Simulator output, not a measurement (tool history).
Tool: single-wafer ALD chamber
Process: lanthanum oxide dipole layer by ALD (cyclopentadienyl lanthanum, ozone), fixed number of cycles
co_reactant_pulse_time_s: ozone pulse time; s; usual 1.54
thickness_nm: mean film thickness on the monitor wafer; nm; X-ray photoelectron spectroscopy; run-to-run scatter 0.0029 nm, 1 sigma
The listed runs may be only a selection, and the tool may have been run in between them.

run   hour  co_reactant_pulse_time_s  read-back reference wafer on the same gauge, thickness_nm  thickness_nm
  1    0.0                      1.54                                                      0.426         0.482
  2   28.8                      1.54                                                      0.428         0.482
  3   58.5                      1.54                                                      0.427         0.485
  4   91.5                      1.54                                                      0.427         0.484
  5  106.6                      1.54                                                      0.427         0.482
  6  137.6                      1.99                                                      0.427         0.520
  7  167.9                      2.01                                                      0.427         0.518
  8  188.4                      2.01                                                      0.427         0.515
  9  200.5                      1.54                                                      0.427         0.479
     205.0  -- gauge calibrated
 10  213.7                      1.54                                                      0.427         0.480
     233.9  -- thermocouple changed; heater temperature recalibrated
 11  249.4                      1.54                                                      0.428         0.472
 12  279.7                      1.06                                                      0.427         0.372
 13  306.6                      2.02                                                      0.426         0.519
 14  336.6                      1.99                                                      0.427         0.516
 15  357.2                      1.54                                                      0.427         0.469
 16  369.8                      1.75                                                      0.426         0.497
 17  403.7                      1.34                                                      0.428         0.435
     431.9  -- showerhead replaced
 18  438.4                      0.94                                                      0.427         0.319
 19  450.5                      1.54                                                      0.427         0.467
 20  483.1                      1.35                                                      0.427         0.431
     520.7  -- ozone generator serviced
 21  557.4                      1.54                                                      0.427         0.523
 22  578.9                      1.54                                                      0.427         0.528
 23  608.2                      2.09                                                      0.426         0.544
 24  636.2                      1.32                                                      0.427         0.504
     662.1  -- gauge calibrated
 25  666.2                      2.12                                                      0.428         0.546

Run-by-run hidden state of the tool:
wafer temperature above the value expected at the setpoint (K): 0 on each run
gauge reads high (%): 0 on each run
H1: ozone dose above that of a generator just serviced (%)
run      H1
  1   -21.9
  2   -22.3
  3   -22.7
  4   -23.2
  5   -23.4
  6   -23.8
  7   -24.2
  8   -24.5
  9   -24.7
 10   -24.9
 11   -25.4
 12   -25.8
 13   -26.2
 14   -26.6
 15   -26.9
 16   -27.1
 17   -27.6
 18     -28
 19   -28.2
 20   -28.7
 21  -0.806
 22   -1.11
 23   -1.52
 24   -1.91
 25   -2.33

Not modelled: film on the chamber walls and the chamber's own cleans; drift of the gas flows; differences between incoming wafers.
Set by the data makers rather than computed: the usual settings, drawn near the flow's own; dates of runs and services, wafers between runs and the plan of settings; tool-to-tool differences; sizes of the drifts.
